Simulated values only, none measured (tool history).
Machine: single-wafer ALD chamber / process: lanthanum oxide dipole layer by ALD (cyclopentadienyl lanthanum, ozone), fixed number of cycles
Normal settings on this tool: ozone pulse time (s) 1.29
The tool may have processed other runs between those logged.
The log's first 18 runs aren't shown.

run	day	ozone pulse time (s)	read-back reference wafer on the same gauge, thickness_nm	mean film thickness on the monitor wafer (angstrom)
19	50.788	0.94	0.666	5.26
20	55.012	1.29	0.666	5.75
21	58.204	1.12	0.666	5.52
22	61.596	1.29	0.666	5.73
23	65.183	1.01	0.666	5.24
24	68.15	1.56	0.667	5.9
# day 70.542: ozone generator serviced
25	70.929	1.04	0.667	5.52
26	72.679	0.97	0.666	5.37
27	75.908	1.63	0.666	6.04
28	81.783	1.29	0.666	5.76
29	85.412	1.65	0.666	6
30	86.938	1.13	0.665	5.48
31	88.929	1.13	0.666	5.45
32	91.1	1.29	0.666	5.7
33	92.983	1.65	0.666	5.97

5 options for the next run, each taken on its own from the tool as it stands now. Forecast them:
A	93	1.54	?	?
B	93	1.47	?	?
C	93	0.99	?	?
D	93	1.45	?	?
E	93	1.48	?	?

run	read-back reference wafer on the same gauge, thickness_nm	mean film thickness on the monitor wafer (angstrom)
A	0.665	5.89
B	0.665	5.84
C	0.665	5.2
D	0.665	5.82
E	0.665	5.85
Without the tool's unlogged condition, the same runs would have read:
run	mean film thickness on the monitor wafer (angstrom)
A	6.02
B	5.98
C	5.43
D	5.97
E	5.99
